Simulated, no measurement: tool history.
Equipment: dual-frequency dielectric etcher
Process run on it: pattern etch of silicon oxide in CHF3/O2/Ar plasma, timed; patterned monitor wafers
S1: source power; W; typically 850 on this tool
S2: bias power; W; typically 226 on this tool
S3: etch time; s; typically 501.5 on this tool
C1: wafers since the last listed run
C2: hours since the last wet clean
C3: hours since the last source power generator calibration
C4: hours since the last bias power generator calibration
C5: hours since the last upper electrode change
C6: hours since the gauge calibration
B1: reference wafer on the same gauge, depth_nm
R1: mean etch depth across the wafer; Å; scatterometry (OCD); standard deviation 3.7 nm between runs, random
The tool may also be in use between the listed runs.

Run 1, hour 0.0: usual settings; C1 0; C2 47.9; C3 2968.9; C4 2605.6; C5 4246.6; C6 63.2; B1 1040.3. Result: R1 12195 Å.
Run 2, hour 57.5: usual settings but S2 267 W; C1 132; C2 105.4; C3 3026.4; C4 2663.1; C5 4304.1; C6 120.7; B1 1040.3. Result: R1 12867 Å.
Run 3, hour 116.0: usual settings but S2 267 W; C1 135; C2 163.9; C3 3084.9; C4 2721.6; C5 4362.6; C6 179.2; B1 1040.0. Result: R1 12903 Å.
Run 4, hour 167.4: usual settings but S3 414.5 s; C1 118; C2 215.3; C3 3136.3; C4 2773.0; C5 4414.0; C6 230.6; B1 1040.5. Result: R1 10126 Å.
Run 5, hour 208.9: usual settings but S3 414.5 s; C1 95; C2 256.8; C3 3177.8; C4 2814.5; C5 4455.5; C6 272.1; B1 1039.5. Result: R1 10121 Å.
Run 6, hour 297.9: usual settings but S3 414.5 s; C1 205; C2 345.8; C3 3266.8; C4 2903.5; C5 4544.5; C6 361.1; B1 1039.3. Result: R1 10157 Å.
Run 7, hour 340.0: usual settings; C1 97; C2 387.9; C3 3308.9; C4 2945.6; C5 4586.6; C6 403.2; B1 1040.7. Result: R1 12343 Å.
Run 8, hour 394.7: usual settings; C1 126; C2 442.6; C3 3363.6; C4 3000.3; C5 4641.3; C6 457.9; B1 1039.3. Result: R1 12288 Å.
At hour 409.7: bias power generator calibrated.
At hour 442.0: wet clean of the chamber.
Run 9, hour 447.9: usual settings; C1 58; C2 5.9; C3 3416.8; C4 38.2; C5 4694.5; C6 511.1; B1 1040.5. Result: R1 12170 Å.
Run 10, hour 517.5: usual settings but S2 262 W; C1 160; C2 75.5; C3 3486.4; C4 107.8; C5 4764.1; C6 580.7; B1 1040.8. Result: R1 12706 Å.
Run 11, hour 587.2: usual settings but S2 179 W, S3 366.5 s; C1 161; C2 145.2; C3 3556.1; C4 177.5; C5 4833.8; C6 650.4; B1 1040.4. Result: R1 8361 Å.
At hour 626.2: upper electrode replaced.
Run 12, hour 639.7: usual settings but S1 650 W, S2 251 W; C1 65; C2 197.7; C3 3608.6; C4 230.0; C5 13.5; C6 702.9; B1 1040.5. Result: R1 11324 Å.
Run 13, hour 692.4: usual settings but S3 414.5 s; C1 121; C2 250.4; C3 3661.3; C4 282.7; C5 66.2; C6 755.6; B1 1040.2. Result: R1 10163 Å.
At hour 698.4: gauge calibrated.
At hour 711.2: source power generator calibrated.
Run 14, hour 761.7: usual settings but S2 202 W, S3 381.0 s; C1 150; C2 319.7; C3 50.5; C4 352.0; C5 135.5; C6 63.3; B1 1040.0. Result: R1 9051 Å.
Run 15, hour 828.7: usual settings; C1 154; C2 386.7; C3 117.5; C4 419.0; C5 202.5; C6 130.3; B1 1039.7. Result: R1 12332 Å.
Run 16, hour 869.9: usual settings; C1 95; C2 427.9; C3 158.7; C4 460.2; C5 243.7; C6 171.5; B1 1039.4. Result: R1 12256 Å.
Run 17, hour 900.3: usual settings but S1 980 W, S3 586.0 s; C1 70; C2 458.3; C3 189.1; C4 490.6; C5 274.1; C6 201.9; B1 1039.4. Result: R1 15278 Å.
Run 18, hour 965.6: usual settings but S1 1000 W, S2 198 W, S3 562.0 s; C1 150; C2 523.6; C3 254.4; C4 555.9; C5 339.4; C6 267.2; B1 1039.4. Result: R1 14255 Å.

Alternative continuations, all from the tool just after run 18; predict every row:
Run A, hour 966.2: usual settings but S2 278 W; C1 1; C2 524.2; C3 255.0; C4 556.5; C5 340.0; C6 267.8; B1 ?. Result: R1 ?.
Run B, hour 966.2: usual settings but S2 189 W, S3 416.5 s; C1 1; C2 524.2; C3 255.0; C4 556.5; C5 340.0; C6 267.8; B1 ?. Result: R1 ?.
Run C, hour 966.2: usual settings but S3 595.0 s; C1 1; C2 524.2; C3 255.0; C4 556.5; C5 340.0; C6 267.8; B1 ?. Result: R1 ?.

run      B1     R1
  A  1040.0  13102
  B  1040.0   9768
  C  1040.0  14644
Stripped of hidden state, with their random variation kept, the same runs would have yielded:
run     R1
  A  12929
  B   9638
  C  14450

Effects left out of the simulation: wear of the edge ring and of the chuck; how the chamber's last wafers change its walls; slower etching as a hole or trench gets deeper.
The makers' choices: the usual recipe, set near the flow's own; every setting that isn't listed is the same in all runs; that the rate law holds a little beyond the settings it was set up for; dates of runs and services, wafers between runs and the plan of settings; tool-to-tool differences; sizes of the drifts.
